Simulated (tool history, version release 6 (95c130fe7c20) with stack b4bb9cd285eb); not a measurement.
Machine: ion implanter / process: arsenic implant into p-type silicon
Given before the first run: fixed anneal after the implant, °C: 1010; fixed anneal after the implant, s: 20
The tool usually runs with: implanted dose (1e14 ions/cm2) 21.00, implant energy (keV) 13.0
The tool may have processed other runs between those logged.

run   hour  implanted dose (1e14 ions/cm2)  implant energy (keV)  wafers since the last listed run  hours since the last dose calibration  hours since the extraction supply was calibrated  hours since the gauge calibration  read-back reference wafer on the same gauge, sheet resistance  sheet resistance of the implanted and annealed layer (ohm/square)
  1    0.0                           21.00                  13.0                                 0                                  998.5                                            7337.8                               43.2                                                         135.18                                                             124.61
  2   12.3                           21.00                  13.0                               236                                 1010.8                                            7350.1                               55.5                                                         135.27                                                             124.51
  3   32.9                           21.00                  13.0                               395                                 1031.4                                            7370.7                               76.1                                                         135.38                                                             124.65
  4   39.4                           21.00                  13.0                               124                                 1037.9                                            7377.2                               82.6                                                         135.35                                                             124.91
  5   56.1                           21.00                  13.0                               320                                 1054.6                                            7393.9                               99.3                                                         135.47                                                             124.29
      76.0  -- Faraday cup replaced and dose calibrated
  6   76.5                           21.00                  13.0                               238                                    0.5                                            7414.3                              119.7                                                         135.64                                                             124.85
  7   77.5                           24.55                  13.0                                19                                    1.5                                            7415.3                              120.7                                                         135.56                                                             121.86
  8   83.5                           24.55                  13.0                               115                                    7.5                                            7421.3                              126.7                                                         135.68                                                             122.05
      88.1  -- gauge calibrated
  9   99.9                           24.55                  13.0                               314                                   23.9                                            7437.7                               11.8                                                         134.97                                                             121.09
 10  111.2                           21.00                  11.5                               216                                   35.2                                            7449.0                               23.1                                                         135.04                                                             126.92
 11  120.7                           15.84                  11.0                               182                                   44.7                                            7458.5                               32.6                                                         135.13                                                             135.45
 12  130.7                           23.06                   9.0                               191                                   54.7                                            7468.5                               42.6                                                         135.21                                                             130.56
 13  144.1                           21.00                  13.0                               257                                   68.1                                            7481.9                               56.0                                                         135.21                                                             124.45
 14  157.1                           23.79                   9.0                               249                                   81.1                                            7494.9                               69.0                                                         135.35                                                             129.75
     170.5  -- extraction supply calibrated
 15  171.0                           23.65                  11.5                               113                                   95.0                                               0.5                               82.9                                                         135.44                                                             125.18
 16  174.1                           21.00                  13.0                                59                                   98.1                                               3.6                               86.0                                                         135.42                                                             124.30
 17  186.6                           25.60                  12.0                               239                                  110.6                                              16.1                               98.5                                                         135.51                                                             122.99
 18  203.7                           22.85                  11.0                               328                                  127.7                                              33.2                              115.6                                                         135.59                                                             127.04
 19  211.1                           21.00                  16.5                               142                                  135.1                                              40.6                              123.0                                                         135.69                                                             117.96
 20  223.6                           21.00                  13.0                               239                                  147.6                                              53.1                              135.5                                                         135.66                                                             124.63
     228.1  -- gauge calibrated
 21  236.4                           21.00                  13.0                               245                                  160.4                                              65.9                                8.3                                                         135.08                                                             124.28

Run-by-run hidden state of the tool:
deviation of the true dose from the Faraday cup's reading, %: 0 in every run
deviation of the true energy from its setpoint, %: 0 in every run
H1: gauge reads high (%)
run      H1
  1   0.133
  2   0.182
  3   0.264
  4    0.29
  5   0.357
  6   0.439
  7   0.443
  8   0.467
  9  0.0157
 10  0.0609
 11  0.0989
 12   0.139
 13   0.192
 14   0.244
 15     0.3
 16   0.312
 17   0.362
 18   0.431
 19    0.46
 20    0.51
 21  0.0345
